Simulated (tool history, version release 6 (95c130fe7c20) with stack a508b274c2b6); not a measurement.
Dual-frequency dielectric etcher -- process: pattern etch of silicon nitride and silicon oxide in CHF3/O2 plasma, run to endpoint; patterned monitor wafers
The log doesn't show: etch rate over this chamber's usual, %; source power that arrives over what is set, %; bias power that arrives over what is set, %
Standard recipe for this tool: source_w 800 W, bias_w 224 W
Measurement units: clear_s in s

run,hour,source_w,bias_w,wafers since the last listed run,hours since the last wet clean,hours since the last source power generator calibration,hours since the last bias power generator calibration,hours since the last upper electrode change,"incoming incoming film thickness, nm",clear_s
1,0.0,800,224,0,184.4,4140.8,1740.8,4191.5,316.9,156.1
2,15.4,800,224,134,199.8,4156.2,1756.2,4206.9,314.7,154.2
3,31.6,800,224,141,216.0,4172.4,1772.4,4223.1,315.1,154.3
4,49.0,670,224,152,233.4,4189.8,1789.8,4240.5,315.4,165.1
5,71.2,670,224,194,255.6,4212.0,1812.0,4262.7,318.5,167.8
6,91.0,670,224,173,275.4,4231.8,1831.8,4282.5,317.6,165.6
7,111.6,800,224,180,296.0,4252.4,1852.4,4303.1,313.4,153.3
8,141.7,800,224,263,326.1,4282.5,1882.5,4333.2,313.1,152.7
9,167.7,800,193,227,352.1,4308.5,1908.5,4359.2,313.9,160.5
10,198.9,800,193,273,383.3,4339.7,1939.7,4390.4,313.4,160.9
11,223.6,800,224,216,408.0,4364.4,1964.4,4415.1,315.9,154.3
12,253.9,800,224,265,438.3,4394.7,1994.7,4445.4,316.8,153.7
# hour 327.1: wet clean of the chamber
13,355.3,800,224,677,28.2,4496.1,2096.1,4546.8,315.9,156.5
# hour 360.9: bias power generator calibrated
14,379.8,800,224,179,52.7,4520.6,18.9,4571.3,317.9,156.8
15,413.7,710,224,296,86.6,4554.5,52.8,4605.2,316.6,163.8
16,433.1,710,224,169,106.0,4573.9,72.2,4624.6,318.9,164.4
17,455.2,910,242,193,128.1,4596.0,94.3,4646.7,314.8,144.2
18,478.0,690,259,199,150.9,4618.8,117.1,4669.5,313.0,154.3
19,498.9,650,273,182,171.8,4639.7,138.0,4690.4,315.8,156.0
20,513.2,930,206,125,186.1,4654.0,152.3,4704.7,317.3,152.0
21,584.4,930,172,623,257.3,4725.2,223.5,4775.9,315.4,159.8
# hour 637.0: upper electrode replaced
22,637.5,610,257,254,310.4,4778.3,276.6,0.5,319.2,164.6
23,637.9,720,175,3,310.8,4778.7,277.0,0.9,317.8,176.6
24,641.8,730,259,34,314.7,4782.6,280.9,4.8,315.9,150.5
# hour 654.3: source power generator calibrated
25,654.8,800,224,78,327.7,0.5,293.9,17.8,317.3,155.4
26,722.2,800,174,590,395.1,67.9,361.3,85.2,316.7,168.5
27,744.6,800,184,196,417.5,90.3,383.7,107.6,316.4,165.4
28,774.9,800,224,265,447.8,120.6,414.0,137.9,317.8,154.9
# hour 815.6: wet clean of the chamber
29,816.1,800,203,150,0.5,161.8,455.2,179.1,317.3,162.7
30,825.2,800,224,79,9.6,170.9,464.3,188.2,319.1,159.1
31,852.1,800,275,235,36.5,197.8,491.2,215.1,320.2,147.8
32,869.2,700,224,149,53.6,214.9,508.3,232.2,316.2,165.4
33,900.5,940,208,274,84.9,246.2,539.6,263.5,316.9,152.3
34,912.8,910,224,107,97.2,258.5,551.9,275.8,314.3,148.2
35,925.4,620,271,110,109.8,271.1,564.5,288.4,317.1,162.2
36,939.7,800,224,125,124.1,285.4,578.8,302.7,318.9,158.6

Describe how what the log doesn't record of the tool's condition differs between the last listed run preceding each entry between runs and the first listed run following it.
Between runs 12 and 13: wet clean of the chamber (hour 327.1)
  etch rate over this chamber's usual, %: 1.71 -> 0.0695
  measured minus no-state result, clear_s: -2.6 -> -0.1 s
Between runs 13 and 14: bias power generator calibrated (hour 360.9)
  etch rate over this chamber's usual, %: 0.0695 -> 0.169
  measured minus no-state result, clear_s: -0.1 -> -0.3 s
Between runs 21 and 22: upper electrode replaced (hour 637.0)
  etch rate over this chamber's usual, %: 0.999 -> 1.21
  measured minus no-state result, clear_s: -1.6 -> -2.0 s
Between runs 24 and 25: source power generator calibrated (hour 654.3)
  etch rate over this chamber's usual, %: 1.23 -> 1.29
  measured minus no-state result, clear_s: -1.9 -> -2.0 s
Between runs 28 and 29: wet clean of the chamber (hour 815.6)
  etch rate over this chamber's usual, %: 1.77 -> -0.448
  measured minus no-state result, clear_s: -2.7 -> +0.8 s
